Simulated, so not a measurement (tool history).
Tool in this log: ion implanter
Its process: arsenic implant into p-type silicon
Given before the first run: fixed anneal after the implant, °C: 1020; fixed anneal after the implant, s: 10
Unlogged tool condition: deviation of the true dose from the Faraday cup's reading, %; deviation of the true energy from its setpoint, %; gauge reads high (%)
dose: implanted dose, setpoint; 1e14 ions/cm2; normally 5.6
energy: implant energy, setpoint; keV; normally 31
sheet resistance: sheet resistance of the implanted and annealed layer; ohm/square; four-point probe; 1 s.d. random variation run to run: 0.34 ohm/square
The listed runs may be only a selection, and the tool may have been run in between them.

run,hour,dose,energy,wafers since the last listed run,hours since the last dose calibration,hours since the extraction supply was calibrated,hours since the gauge calibration,"read-back reference wafer on the same gauge, sheet resistance",sheet resistance
1,0,4.54,31,0,720.2,2990.8,9,169.93,214.09
2,16.7,5.6,22.5,358,736.9,3007.5,25.7,169.92,193.76
3,33.2,5.6,22.5,354,753.4,3024,42.2,169.92,193.37
4,47.1,5.6,22.5,298,767.3,3037.9,56.1,170.12,193.63
5,59.9,5.6,37,274,780.1,3050.7,68.9,170.12,177.71
6,71.7,5.6,25,253,791.9,3062.5,80.7,170.05,190.22
# hour 84.5: gauge calibrated
7,92.1,5.6,25.5,438,812.3,3082.9,7.6,170.04,189.15
# hour 103.2: Faraday cup replaced and dose calibrated
8,103.7,6.34,41.5,77,0.5,3094.5,19.2,170.05,164.6
# hour 117.9: extraction supply calibrated
9,118.7,5.6,35,150,15.5,0.8,34.2,169.97,185.83
10,132.9,6.77,25,304,29.7,15,48.4,169.92,171.1

Estimate the outcome of run 11 from the log above:
11,145.1,5.6,35,262,41.9,27.2,60.6,?,?

read-back reference wafer on the same gauge, sheet resistance: 170.02
sheet resistance: 184.33 ohm/square
Were there no unlogged condition in the tool, this run, its random variation unchanged, would have produced sheet resistance 185.49 ohm/square.

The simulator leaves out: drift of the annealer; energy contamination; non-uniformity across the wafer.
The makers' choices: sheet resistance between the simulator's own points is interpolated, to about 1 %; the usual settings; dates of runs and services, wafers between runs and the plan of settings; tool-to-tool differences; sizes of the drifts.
